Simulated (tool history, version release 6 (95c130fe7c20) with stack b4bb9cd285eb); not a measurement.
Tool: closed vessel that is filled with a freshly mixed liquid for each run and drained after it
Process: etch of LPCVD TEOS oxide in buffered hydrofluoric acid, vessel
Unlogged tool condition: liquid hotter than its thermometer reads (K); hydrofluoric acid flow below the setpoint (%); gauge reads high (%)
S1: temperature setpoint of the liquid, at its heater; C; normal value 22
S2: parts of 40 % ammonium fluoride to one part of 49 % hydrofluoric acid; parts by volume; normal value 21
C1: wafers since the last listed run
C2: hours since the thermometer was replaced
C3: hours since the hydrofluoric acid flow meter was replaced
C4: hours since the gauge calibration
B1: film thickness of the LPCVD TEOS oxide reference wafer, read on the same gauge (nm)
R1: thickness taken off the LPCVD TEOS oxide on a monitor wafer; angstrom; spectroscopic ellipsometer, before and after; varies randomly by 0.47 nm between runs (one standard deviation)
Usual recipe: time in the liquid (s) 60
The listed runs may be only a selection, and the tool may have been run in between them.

run 1 hour=0 | S1=22 S2=21 time_in_the_liquid_(s)=60 | C1=0 C2=1134.9 C3=244.3 C4=274.4 | B1=130 | R1=991.5
run 2 hour=62.4 | S1=22 S2=21 time_in_the_liquid_(s)=45 | C1=8840 C2=1197.3 C3=306.7 C4=336.8 | B1=130.05 | R1=746
run 3 hour=93.1 | S1=22 S2=21 time_in_the_liquid_(s)=45 | C1=4349 C2=1228 C3=337.4 C4=367.5 | B1=129.95 | R1=749.8
run 4 hour=147.1 | S1=22 S2=21 time_in_the_liquid_(s)=45 | C1=7650 C2=1282 C3=391.4 C4=421.5 | B1=129.99 | R1=753.6
run 5 hour=204.1 | S1=22 S2=21 time_in_the_liquid_(s)=60 | C1=8075 C2=1339 C3=448.4 C4=478.5 | B1=129.96 | R1=999.4
run 6 hour=327.1 | S1=22 S2=21 time_in_the_liquid_(s)=60 | C1=17426 C2=1462 C3=571.4 C4=601.5 | B1=130.01 | R1=1003.9
run 7 hour=532.9 | S1=22 S2=21 time_in_the_liquid_(s)=60 | C1=29157 C2=1667.8 C3=777.2 C4=807.3 | B1=130 | R1=1009.5
run 8 hour=595.6 | S1=22 S2=21 time_in_the_liquid_(s)=60 | C1=8883 C2=1730.5 C3=839.9 C4=870 | B1=130.02 | R1=1008.7
-- hour=634.1 thermometer replaced
run 9 hour=666.4 | S1=22 S2=21 time_in_the_liquid_(s)=60 | C1=9889 C2=32.3 C3=910.7 C4=940.8 | B1=129.98 | R1=968.6
run 10 hour=713.5 | S1=22 S2=21 time_in_the_liquid_(s)=60 | C1=6673 C2=79.4 C3=957.8 C4=987.9 | B1=129.97 | R1=975.4
run 11 hour=763.3 | S1=22 S2=21 time_in_the_liquid_(s)=75 | C1=7055 C2=129.2 C3=1007.6 C4=1037.7 | B1=130 | R1=1223.2
run 12 hour=811.5 | S1=22 S2=21 time_in_the_liquid_(s)=60 | C1=6829 C2=177.4 C3=1055.8 C4=1085.9 | B1=129.97 | R1=981.1
run 13 hour=844.6 | S1=18.5 S2=16.5 time_in_the_liquid_(s)=60 | C1=4689 C2=210.5 C3=1088.9 C4=1119 | B1=129.94 | R1=1004
run 14 hour=883.7 | S1=22 S2=21 time_in_the_liquid_(s)=75 | C1=5539 C2=249.6 C3=1128 C4=1158.1 | B1=130 | R1=1227.9
-- hour=916.5 gauge calibrated
run 15 hour=938.4 | S1=25 S2=21 time_in_the_liquid_(s)=60 | C1=7749 C2=304.3 C3=1182.7 C4=21.9 | B1=130 | R1=1163.8
run 16 hour=1001.5 | S1=24 S2=21 time_in_the_liquid_(s)=60 | C1=8940 C2=367.4 C3=1245.8 C4=85 | B1=130.03 | R1=1103.9
run 17 hour=1026.5 | S1=25 S2=13 time_in_the_liquid_(s)=60 | C1=3542 C2=392.4 C3=1270.8 C4=110 | B1=129.97 | R1=1832.2
-- hour=1042.7 hydrofluoric acid flow meter replaced
run 18 hour=1083.8 | S1=18 S2=26 time_in_the_liquid_(s)=40 | C1=7976 C2=449.7 C3=41.1 C4=167.3 | B1=129.96 | R1=451.3
run 19 hour=1114 | S1=22 S2=21 time_in_the_liquid_(s)=95 | C1=4278 C2=479.9 C3=71.3 C4=197.5 | B1=130.02 | R1=1557.1
run 20 hour=1164.4 | S1=22 S2=18 time_in_the_liquid_(s)=60 | C1=7140 C2=530.3 C3=121.7 C4=247.9 | B1=129.98 | R1=1128.6
run 21 hour=1196.3 | S1=18 S2=12.5 time_in_the_liquid_(s)=40 | C1=4519 C2=562.2 C3=153.6 C4=279.8 | B1=129.95 | R1=865.8
run 22 hour=1264.4 | S1=20 S2=29 time_in_the_liquid_(s)=85 | C1=9648 C2=630.3 C3=221.7 C4=347.9 | B1=129.99 | R1=1002.8
run 23 hour=1294.3 | S1=20.5 S2=21 time_in_the_liquid_(s)=50 | C1=4236 C2=660.2 C3=251.6 C4=377.8 | B1=129.97 | R1=756.6
run 24 hour=1333.3 | S1=17.5 S2=27.5 time_in_the_liquid_(s)=95 | C1=5525 C2=699.2 C3=290.6 C4=416.8 | B1=129.97 | R1=1003.2
run 25 hour=1396 | S1=26 S2=26.5 time_in_the_liquid_(s)=60 | C1=8883 C2=761.9 C3=353.3 C4=479.5 | B1=130 | R1=1051.6
run 26 hour=1452.9 | S1=18.5 S2=23.5 time_in_the_liquid_(s)=60 | C1=8061 C2=818.8 C3=410.2 C4=536.4 | B1=130.03 | R1=760.1
run 27 hour=1523.6 | S1=22 S2=21 time_in_the_liquid_(s)=60 | C1=10016 C2=889.5 C3=480.9 C4=607.1 | B1=130 | R1=988.7

For each run, the measured value with the value that run would have given without the tool's hidden condition subtracted. The run-to-run variation is shared by both, the gauge scatter possibly not:
run=1 R1=+23.8
run=2 R1=+18.7
run=3 R1=+19.2
run=4 R1=+20.2
run=5 R1=+27.3
run=6 R1=+29.6
run=7 R1=+33
run=8 R1=+34
run=9 R1=+0.6
run=10 R1=+1.1
run=11 R1=+2.7
run=12 R1=+2.7
run=13 R1=+3.4
run=14 R1=+4.8
run=15 R1=+5.7
run=16 R1=+6.7
run=17 R1=+11.9
run=18 R1=+3.4
run=19 R1=+12
run=20 R1=+9.9
run=21 R1=+8.3
run=22 R1=+10.7
run=23 R1=+8
run=24 R1=+12
run=25 R1=+12.5
run=26 R1=+10.2
run=27 R1=+14.2

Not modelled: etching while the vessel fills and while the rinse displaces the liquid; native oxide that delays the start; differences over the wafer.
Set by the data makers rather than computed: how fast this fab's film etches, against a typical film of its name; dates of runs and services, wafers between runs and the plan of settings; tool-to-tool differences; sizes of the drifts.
